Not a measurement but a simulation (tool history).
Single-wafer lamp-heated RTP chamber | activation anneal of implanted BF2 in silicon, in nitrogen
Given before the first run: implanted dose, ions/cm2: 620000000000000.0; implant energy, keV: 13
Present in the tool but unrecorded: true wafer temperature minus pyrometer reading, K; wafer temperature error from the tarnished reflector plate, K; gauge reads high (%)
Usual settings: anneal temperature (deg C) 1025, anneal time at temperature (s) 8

| run | hour | anneal temperature (deg C) | anneal time at temperature (s) | wafers since the last listed run | wafers since the last pyrometer calibration | wafers since the reflector plate was cleaned | hours since the gauge calibration | read-back reference wafer on the same gauge, sheet resistance | sheet resistance of the implanted and annealed layer (ohm/square) |
|---|---|---|---|---|---|---|---|---|---|
| 1 | 0 | 1025 | 8 | 0 | 770 | 1866 | 120.2 | 271.63 | 257.47 |
| 2 | 9.4 | 1025 | 8 | 178 | 948 | 2044 | 129.6 | 271.72 | 253.99 |
| 3 | 15.6 | 1025 | 8 | 117 | 1066 | 2162 | 135.8 | 271.7 | 251.83 |
| 4 | 23.9 | 1025 | 8 | 157 | 1224 | 2320 | 144.1 | 271.36 | 253.51 |
| 5 | 34.6 | 1025 | 8 | 203 | 1428 | 2524 | 154.8 | 271.58 | 254.18 |
| 6 | 50.9 | 1006 | 8 | 310 | 1738 | 2834 | 171.1 | 271.8 | 271.17 |
| 7 | 68 | 1006 | 8 | 325 | 2064 | 3160 | 188.2 | 271.98 | 274.52 |
| 8 | 74.3 | 1025 | 8 | 119 | 2184 | 3280 | 194.5 | 272.13 | 252.59 |
| 9 | 80.5 | 1043 | 8 | 117 | 2302 | 3398 | 200.7 | 272.11 | 235.77 |
| 10 | 89.9 | 1043 | 8 | 178 | 2480 | 3576 | 210.1 | 272.44 | 237.99 |
| 11 | 99.2 | 1043 | 8 | 176 | 2657 | 3753 | 219.4 | 272.41 | 236.08 |
|  | 124.1 | reflector plate cleaned |
|  | 132.4 | pyrometer window cleaned and pyrometer calibrated |
| 12 | 132.9 | 1025 | 8 | 336 | 9 | 15 | 253.1 | 271.51 | 246.66 |
| 13 | 133.3 | 1025 | 8 | 7 | 16 | 23 | 253.5 | 271.76 | 247.95 |
| 14 | 143.6 | 1025 | 8 | 196 | 212 | 219 | 263.8 | 271.52 | 246.59 |
| 15 | 157.2 | 1025 | 11 | 258 | 471 | 478 | 277.4 | 271.66 | 241.36 |
| 16 | 172.4 | 1025 | 11 | 289 | 760 | 767 | 292.6 | 272.15 | 237.85 |
| 17 | 186.5 | 1025 | 8 | 268 | 1029 | 1035 | 306.7 | 272.05 | 246.39 |
| 18 | 201.1 | 1050 | 10 | 277 | 1307 | 1313 | 321.3 | 272.38 | 222.59 |
| 19 | 207.7 | 996 | 10 | 125 | 1432 | 1439 | 327.9 | 272.18 | 270.36 |
| 20 | 217.8 | 998 | 5 | 192 | 1625 | 1631 | 338 | 272.15 | 286.16 |
|  | 229.9 | reflector plate cleaned, repeated, since the last time left the tool worse |
| 21 | 230.4 | 1042 | 9 | 87 | 1712 | 10 | 350.6 | 271.58 | 238.23 |
|  | 260.7 | gauge calibrated |
| 22 | 275.3 | 1025 | 8 | 854 | 2567 | 864 | 14.6 | 272.02 | 258.77 |
| 23 | 292.2 | 1038 | 8 | 321 | 2888 | 1186 | 31.5 | 272 | 244.81 |
|  | 308.6 | pyrometer window cleaned and pyrometer calibrated |
| 24 | 309.1 | 1025 | 8 | 169 | 10 | 1355 | 48.4 | 272.34 | 257.1 |
| 25 | 323.6 | 1025 | 6 | 275 | 286 | 1631 | 62.9 | 272.57 | 264.44 |
| 26 | 334.7 | 1025 | 4 | 211 | 497 | 1843 | 74 | 271.55 | 269.75 |
| 27 | 351.1 | 1001 | 6 | 312 | 809 | 2155 | 90.4 | 272.07 | 289.12 |
| 28 | 366.7 | 1054 | 10 | 296 | 1106 | 2452 | 106 | 272.1 | 224.29 |
| 29 | 379.3 | 1054 | 5 | 239 | 1346 | 2691 | 118.6 | 272.05 | 238.64 |
| 30 | 392 | 1038 | 11 | 241 | 1588 | 2933 | 131.3 | 272.18 | 234.49 |
| 31 | 407.8 | 1006 | 5 | 300 | 1888 | 3234 | 147.1 | 271.78 | 288.55 |
| 32 | 418.8 | 996 | 12 | 209 | 2098 | 3443 | 158.1 | 272.39 | 271.92 |
| 33 | 459 | 1035 | 6 | 765 | 2863 | 4208 | 198.3 | 271.56 | 248.15 |
|  | 472 | pyrometer window cleaned and pyrometer calibrated |
| 34 | 472.5 | 1006 | 8 | 104 | 9 | 4313 | 211.8 | 272.12 | 269.3 |
| 35 | 489.2 | 1000 | 8 | 317 | 327 | 4631 | 228.5 | 272.67 | 274.49 |
|  | 498.7 | reflector plate cleaned |
| 36 | 503.9 | 1054 | 13 | 127 | 455 | 99 | 243.2 | 272.21 | 219.17 |
| 37 | 510.7 | 1033 | 12 | 129 | 584 | 228 | 250 | 272.6 | 240.84 |
| 38 | 528.3 | 997 | 11 | 334 | 919 | 563 | 267.6 | 271.74 | 277.95 |

3 ways to go on from here, each from the tool as it stands after run 38. What would each give?
| A | 528.7 | 1005 | 8 | 7 | 927 | 571 | 268 | ? | ? |
| B | 528.7 | 1025 | 12 | 7 | 927 | 571 | 268 | ? | ? |
| C | 528.7 | 1004 | 6 | 7 | 927 | 571 | 268 | ? | ? |

| run | read-back reference wafer on the same gauge, sheet resistance | sheet resistance of the implanted and annealed layer (ohm/square) |
|---|---|---|
| A | 272.15 | 278.22 |
| B | 272.15 | 246.38 |
| C | 272.15 | 288.33 |
Without the tool's hidden state the same runs would have given:
| run | sheet resistance of the implanted and annealed layer (ohm/square) |
|---|---|
| A | 278.86 |
| B | 246.86 |
| C | 289.03 |
